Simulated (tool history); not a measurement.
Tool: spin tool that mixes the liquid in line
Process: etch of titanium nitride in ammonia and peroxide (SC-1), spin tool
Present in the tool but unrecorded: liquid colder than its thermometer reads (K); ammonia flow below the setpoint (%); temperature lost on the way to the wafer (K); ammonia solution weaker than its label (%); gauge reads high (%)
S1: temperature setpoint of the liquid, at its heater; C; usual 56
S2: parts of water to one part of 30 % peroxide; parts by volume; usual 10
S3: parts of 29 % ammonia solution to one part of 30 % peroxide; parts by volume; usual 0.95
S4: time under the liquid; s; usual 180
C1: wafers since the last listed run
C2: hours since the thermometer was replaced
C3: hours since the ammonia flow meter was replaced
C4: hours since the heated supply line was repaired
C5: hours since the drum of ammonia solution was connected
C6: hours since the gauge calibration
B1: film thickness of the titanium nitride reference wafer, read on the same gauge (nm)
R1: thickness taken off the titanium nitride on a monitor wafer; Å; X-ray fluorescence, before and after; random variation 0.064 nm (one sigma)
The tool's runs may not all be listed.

run,hour,S1,S2,S3,S4,C1,C2,C3,C4,C5,C6,B1,R1
1,0,56,10,0.75,180,0,1211.1,858,1011.7,1156.2,158.5,109.98,95.5
2,17.9,56,10,0.75,180,173,1229,875.9,1029.6,1174.1,176.4,109.97,94.7
3,35.9,56,10,0.75,180,174,1247,893.9,1047.6,1192.1,194.4,109.97,95.3
4,47.5,56,10,1.2,180,112,1258.6,905.5,1059.2,1203.7,206,110.01,102
5,64,56,10,1.2,180,159,1275.1,922,1075.7,1220.2,222.5,109.99,101.2
6,73.3,56,10,0.95,180,90,1284.4,931.3,1085,1229.5,231.8,109.99,97.9
# hour 80.4: new drum of ammonia solution connected
7,82.9,56,10,0.95,180,83,1294,940.9,1094.6,2.5,241.4,110,97.3
8,97.3,56,10,0.95,180,139,1308.4,955.3,1109,16.9,255.8,110.01,96.6
9,112,56,13,0.95,240,142,1323.1,970,1123.7,31.6,270.5,109.99,113.4
# hour 114.8: gauge calibrated
10,123.2,56,10,0.95,180,108,1334.3,981.2,1134.9,42.8,8.4,109.97,96.8
11,137.6,60.5,5.5,1.2,235,139,1348.7,995.6,1149.3,57.2,22.8,109.98,234.6
12,146.4,64.5,13,0.8,225,85,1357.5,1004.4,1158.1,66,31.6,109.96,181.5
# hour 155.6: thermometer replaced
13,176.5,60,10,0.95,180,281,20.9,1034.5,1188.2,96.1,61.7,109.99,150.2
14,184.9,62,10,0.95,180,81,29.3,1042.9,1196.6,104.5,70.1,110,171.4
# hour 188.9: ammonia flow meter replaced
15,198.1,56,10,1.15,180,118,42.5,9.2,1209.8,117.7,83.3,109.97,116.4
16,206.8,59.5,8,0.7,180,84,51.2,17.9,1218.5,126.4,92,110.03,153.2
17,216,61,10,0.95,180,89,60.4,27.1,1227.7,135.6,101.2,109.98,159.3
# hour 226.8: heated supply line repaired
18,233,63.5,10,0.95,180,154,77.4,44.1,6.2,152.6,118.2,110.02,207.4
19,246.4,56,10,1.2,180,129,90.8,57.5,19.6,166,131.6,110.05,131.9
20,253.7,56,10,0.95,180,70,98.1,64.8,26.9,173.3,138.9,109.98,124.6
21,261.6,56,10,0.95,180,76,106,72.7,34.8,181.2,146.8,109.98,125
22,278.1,47,7,0.75,180,159,122.5,89.2,51.3,197.7,163.3,110,77.4
23,291.2,52.5,14.5,0.95,245,126,135.6,102.3,64.4,210.8,176.4,110.04,110.5
24,307.1,56,13.5,0.95,280,154,151.5,118.2,80.3,226.7,192.3,110.06,167
25,319,63,5.5,1.2,90,115,163.4,130.1,92.2,238.6,204.2,109.95,134.3

Forecast each of these 3 alternatives for the next run:
A,319.5,56,10,0.95,180,4,163.9,130.6,92.7,239.1,204.7,?,?
B,319.5,50.5,7.5,0.95,90,4,163.9,130.6,92.7,239.1,204.7,?,?
C,319.5,56,7.5,1.2,230,4,163.9,130.6,92.7,239.1,204.7,?,?

run,B1,R1
A,109.97,124.4
B,109.97,49.1
C,109.97,188.8
What these runs would have given with no unlogged condition in the tool:
run,R1
A,128.7
B,50.9
C,195.3
